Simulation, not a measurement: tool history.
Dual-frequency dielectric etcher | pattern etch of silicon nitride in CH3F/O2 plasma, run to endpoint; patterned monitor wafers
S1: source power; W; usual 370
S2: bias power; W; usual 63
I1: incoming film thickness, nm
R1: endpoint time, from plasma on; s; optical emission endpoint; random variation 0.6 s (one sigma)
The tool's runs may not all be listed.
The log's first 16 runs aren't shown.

{"hour": 736.4, "done": "wet clean of the chamber"}
{"run": 17, "hour": 736.9, "S1": 340, "S2": 63, "I1": 95.3, "R1": 122.2}
{"run": 18, "hour": 766.5, "S1": 370, "S2": 63, "I1": 95.3, "R1": 116.3}
{"run": 19, "hour": 818.6, "S1": 460, "S2": 50, "I1": 95.6, "R1": 122.0}
{"run": 20, "hour": 890.8, "S1": 340, "S2": 75, "I1": 94.7, "R1": 112.4}
{"run": 21, "hour": 917.5, "S1": 430, "S2": 63, "I1": 95.5, "R1": 111.4}
{"run": 22, "hour": 1059.5, "S1": 310, "S2": 63, "I1": 94.7, "R1": 126.3}
{"hour": 1082.7, "done": "bias power generator calibrated"}
{"run": 23, "hour": 1235.9, "S1": 370, "S2": 71, "I1": 95.0, "R1": 112.8}
{"hour": 1286.5, "done": "wet clean of the chamber"}
{"run": 24, "hour": 1293.7, "S1": 340, "S2": 47, "I1": 94.3, "R1": 139.9}
{"run": 25, "hour": 1333.1, "S1": 370, "S2": 63, "I1": 94.3, "R1": 116.8}
{"run": 26, "hour": 1365.1, "S1": 370, "S2": 63, "I1": 93.8, "R1": 115.9}
{"run": 27, "hour": 1391.1, "S1": 370, "S2": 63, "I1": 95.3, "R1": 118.1}
{"run": 28, "hour": 1438.7, "S1": 310, "S2": 55, "I1": 94.5, "R1": 134.9}
{"run": 29, "hour": 1505.0, "S1": 370, "S2": 77, "I1": 95.5, "R1": 106.6}
{"run": 30, "hour": 1564.6, "S1": 320, "S2": 69, "I1": 94.6, "R1": 119.0}
{"run": 31, "hour": 1625.1, "S1": 440, "S2": 49, "I1": 94.6, "R1": 126.3}
{"run": 32, "hour": 1657.2, "S1": 300, "S2": 56, "I1": 94.4, "R1": 137.6}
{"run": 33, "hour": 1704.2, "S1": 320, "S2": 63, "I1": 95.3, "R1": 126.9}
{"run": 34, "hour": 1749.7, "S1": 370, "S2": 49, "I1": 93.1, "R1": 133.4}
{"run": 35, "hour": 1776.9, "S1": 420, "S2": 56, "I1": 93.4, "R1": 117.7}
{"hour": 1825.6, "done": "wet clean of the chamber"}
{"run": 36, "hour": 1826.7, "S1": 370, "S2": 63, "I1": 94.8, "R1": 117.0}

Forecast each of these 3 alternatives for the next run:
{"run": "A", "hour": 1827.2, "S1": 370, "S2": 63, "I1": 95.9, "R1": "?"}
{"run": "B", "hour": 1827.2, "S1": 320, "S2": 75, "I1": 95.9, "R1": "?"}
{"run": "C", "hour": 1827.2, "S1": 340, "S2": 56, "I1": 95.9, "R1": "?"}

run=A R1=119.7
run=B R1=116.0
run=C R1=131.3
Without the tool's hidden state the same runs would have given:
run=A R1=118.9
run=B R1=115.3
run=C R1=130.5

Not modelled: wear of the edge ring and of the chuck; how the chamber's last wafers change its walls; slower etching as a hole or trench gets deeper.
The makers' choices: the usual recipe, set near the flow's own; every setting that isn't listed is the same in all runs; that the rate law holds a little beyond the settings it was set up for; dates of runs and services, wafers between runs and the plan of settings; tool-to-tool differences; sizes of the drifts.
